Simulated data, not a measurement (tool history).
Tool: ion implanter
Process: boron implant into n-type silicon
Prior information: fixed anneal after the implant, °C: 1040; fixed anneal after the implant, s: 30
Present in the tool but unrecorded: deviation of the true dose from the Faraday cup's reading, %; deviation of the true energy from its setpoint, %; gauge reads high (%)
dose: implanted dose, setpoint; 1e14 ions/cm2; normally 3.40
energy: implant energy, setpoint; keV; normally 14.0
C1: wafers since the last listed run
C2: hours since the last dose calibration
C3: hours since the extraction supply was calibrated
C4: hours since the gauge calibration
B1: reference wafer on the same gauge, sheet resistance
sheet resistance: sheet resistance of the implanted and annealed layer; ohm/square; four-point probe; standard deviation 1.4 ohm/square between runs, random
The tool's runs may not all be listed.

run 1 hour=0.0 | dose=3.40 energy=14.0 | C1=0 C2=310.8 C3=3862.6 C4=356.7 | B1=312.70 | sheet_resistance=277.46
run 2 hour=49.8 | dose=3.40 energy=14.0 | C1=1570 C2=360.6 C3=3912.4 C4=406.5 | B1=312.95 | sheet_resistance=277.48
run 3 hour=75.5 | dose=3.40 energy=14.0 | C1=810 C2=386.3 C3=3938.1 C4=432.2 | B1=313.44 | sheet_resistance=277.18
run 4 hour=137.5 | dose=3.40 energy=14.0 | C1=1955 C2=448.3 C3=4000.1 C4=494.2 | B1=312.13 | sheet_resistance=281.62
run 5 hour=189.5 | dose=3.40 energy=18.0 | C1=1640 C2=500.3 C3=4052.1 C4=546.2 | B1=312.61 | sheet_resistance=271.08
run 6 hour=249.4 | dose=3.40 energy=18.0 | C1=1889 C2=560.2 C3=4112.0 C4=606.1 | B1=313.89 | sheet_resistance=271.53
-- hour=347.8 Faraday cup replaced and dose calibrated
run 7 hour=363.4 | dose=3.18 energy=14.0 | C1=3343 C2=15.6 C3=4226.0 C4=720.1 | B1=313.32 | sheet_resistance=302.30
run 8 hour=423.2 | dose=3.18 energy=14.0 | C1=1886 C2=75.4 C3=4285.8 C4=779.9 | B1=312.66 | sheet_resistance=298.22
-- hour=458.2 extraction supply calibrated
run 9 hour=488.3 | dose=3.18 energy=14.0 | C1=1801 C2=140.5 C3=30.1 C4=845.0 | B1=313.04 | sheet_resistance=298.44
-- hour=528.1 gauge calibrated
run 10 hour=529.2 | dose=3.40 energy=14.0 | C1=1290 C2=181.4 C3=71.0 C4=1.1 | B1=313.20 | sheet_resistance=280.50
run 11 hour=742.3 | dose=4.19 energy=11.0 | C1=6721 C2=394.5 C3=284.1 C4=214.2 | B1=312.79 | sheet_resistance=240.59
run 12 hour=804.1 | dose=3.96 energy=14.0 | C1=1949 C2=456.3 C3=345.9 C4=276.0 | B1=312.71 | sheet_resistance=244.09
run 13 hour=846.0 | dose=3.96 energy=18.5 | C1=1321 C2=498.2 C3=387.8 C4=317.9 | B1=312.60 | sheet_resistance=239.54
run 14 hour=876.4 | dose=2.77 energy=14.0 | C1=958 C2=528.6 C3=418.2 C4=348.3 | B1=313.02 | sheet_resistance=329.61
run 15 hour=926.3 | dose=3.40 energy=16.5 | C1=1573 C2=578.5 C3=468.1 C4=398.2 | B1=313.60 | sheet_resistance=271.19
run 16 hour=965.3 | dose=3.40 energy=14.0 | C1=1230 C2=617.5 C3=507.1 C4=437.2 | B1=313.08 | sheet_resistance=278.08
run 17 hour=1025.7 | dose=3.07 energy=9.0 | C1=1905 C2=677.9 C3=567.5 C4=497.6 | B1=313.31 | sheet_resistance=318.26
run 18 hour=1088.2 | dose=2.47 energy=10.5 | C1=1971 C2=740.4 C3=630.0 C4=560.1 | B1=312.89 | sheet_resistance=373.00

Here are 5 independent what-if runs from the current tool condition. What would each one return?
run A hour=1088.6 | dose=3.40 energy=14.0 | C1=12 C2=740.8 C3=630.4 C4=560.5 | B1=? | sheet_resistance=?
run B hour=1088.6 | dose=4.09 energy=9.5 | C1=12 C2=740.8 C3=630.4 C4=560.5 | B1=? | sheet_resistance=?
run C hour=1088.6 | dose=4.35 energy=18.0 | C1=12 C2=740.8 C3=630.4 C4=560.5 | B1=? | sheet_resistance=?
run D hour=1088.6 | dose=4.35 energy=17.0 | C1=12 C2=740.8 C3=630.4 C4=560.5 | B1=? | sheet_resistance=?
run E hour=1088.6 | dose=3.40 energy=16.0 | C1=12 C2=740.8 C3=630.4 C4=560.5 | B1=? | sheet_resistance=?

run=A B1=313.16 sheet_resistance=277.93
run=B B1=313.16 sheet_resistance=248.40
run=C B1=313.16 sheet_resistance=220.88
run=D B1=313.16 sheet_resistance=222.25
run=E B1=313.16 sheet_resistance=273.85
Without the tool's unlogged condition, the same runs would have read:
run=A sheet_resistance=285.94
run=B sheet_resistance=255.76
run=C sheet_resistance=227.27
run=D sheet_resistance=228.68
run=E sheet_resistance=281.72

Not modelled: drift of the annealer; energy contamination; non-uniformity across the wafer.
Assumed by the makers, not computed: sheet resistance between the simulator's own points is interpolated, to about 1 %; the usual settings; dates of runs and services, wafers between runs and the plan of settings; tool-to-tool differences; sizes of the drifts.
